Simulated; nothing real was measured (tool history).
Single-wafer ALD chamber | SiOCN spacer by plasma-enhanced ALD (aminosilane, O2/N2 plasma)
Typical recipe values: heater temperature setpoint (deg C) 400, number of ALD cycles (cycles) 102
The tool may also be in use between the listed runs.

run,day,heater temperature setpoint (deg C),number of ALD cycles (cycles),wafers since the last listed run,hours since the last thermocouple change,hours since the gauge calibration,"read-back reference wafer on the same gauge, thickness_nm",mean film thickness on the monitor wafer (Å)
1,0.000,400,102,0,1327.2,467.0,5.413,66.12
2,2.550,400,102,224,1388.4,528.2,5.430,66.31
# day 2.879: gauge calibrated
3,3.492,400,102,82,1411.0,14.7,5.362,65.30
4,4.917,400,102,125,1445.2,48.9,5.361,65.57
5,5.779,400,102,75,1465.9,69.6,5.365,65.60
6,6.925,400,102,100,1493.4,97.1,5.364,65.72
7,7.708,400,102,68,1512.2,115.9,5.359,65.21
8,8.683,400,102,85,1535.6,139.3,5.367,65.61
9,9.508,400,102,72,1555.4,159.1,5.369,65.41
10,10.758,400,102,110,1585.4,189.1,5.366,65.43
11,11.538,400,102,68,1604.1,207.8,5.367,65.42
12,12.762,400,102,107,1633.5,237.2,5.368,66.00
13,13.529,400,102,67,1651.9,255.6,5.376,65.79
14,14.492,400,102,84,1675.0,278.7,5.378,65.84
15,15.508,400,102,89,1699.4,303.1,5.380,66.04
16,16.429,389,108,81,1721.5,325.2,5.381,69.50
17,17.388,389,108,84,1744.5,348.2,5.391,69.45
18,18.792,389,108,123,1778.2,381.9,5.396,69.57
19,20.183,400,102,122,1811.6,415.3,5.405,65.88
20,21.088,400,102,79,1833.3,437.0,5.409,66.15
21,21.750,400,102,58,1849.2,452.9,5.405,65.98
22,22.312,400,102,49,1862.7,466.4,5.417,66.24
23,23.217,400,87,79,1884.4,488.1,5.417,56.49
24,24.212,407,92,87,1908.3,512.0,5.433,58.76
25,25.296,392,95,95,1934.3,538.0,5.432,61.94
26,25.888,400,91,52,1948.5,552.2,5.438,59.03
27,27.138,387,109,110,1978.5,582.2,5.453,71.17
28,28.450,400,102,115,2010.0,613.7,5.455,66.50
29,29.275,400,102,72,2029.8,633.5,5.468,66.67
# day 29.529: gauge calibrated
30,30.242,408,118,85,2053.0,17.1,5.356,74.19
# day 30.904: thermocouple changed; heater temperature recalibrated
31,31.258,408,111,60,8.5,41.5,5.360,69.82
32,32.525,386,109,111,38.9,71.9,5.371,70.10
33,33.446,400,116,81,61.0,94.0,5.365,74.33
34,34.888,390,111,126,95.6,128.6,5.366,70.92
35,36.112,389,94,107,125.0,158.0,5.373,60.57
36,36.867,400,102,66,143.1,176.1,5.370,65.34
37,37.762,400,109,78,164.6,197.6,5.379,70.06
38,39.200,400,102,126,199.1,232.1,5.378,65.66
39,40.050,400,102,74,219.5,252.5,5.381,65.73
40,41.304,414,113,110,249.6,282.6,5.388,70.39
41,41.842,392,115,47,262.5,295.5,5.386,73.96
42,42.750,400,102,79,284.3,317.3,5.391,65.91
43,43.750,395,86,88,308.3,341.3,5.395,55.51
44,44.462,413,110,62,325.4,358.4,5.402,68.79
45,44.971,400,102,44,337.6,370.6,5.399,65.89
46,45.754,396,116,68,356.4,389.4,5.402,74.95

5 ways to go on from here, each from the tool as it stands after run 46. What would each give?
A,45.779,394,102,2,357.0,390.0,?,?
B,45.779,405,122,2,357.0,390.0,?,?
C,45.779,387,96,2,357.0,390.0,?,?
D,45.779,393,112,2,357.0,390.0,?,?
E,45.779,407,118,2,357.0,390.0,?,?

run,"read-back reference wafer on the same gauge, thickness_nm",mean film thickness on the monitor wafer (Å)
A,5.399,66.04
B,5.399,77.94
C,5.399,62.15
D,5.399,72.51
E,5.399,74.99
With the hidden condition removed and each run's random variation left untouched, the same runs would have given:
run,mean film thickness on the monitor wafer (Å)
A,65.38
B,77.17
C,61.54
D,71.79
E,74.24
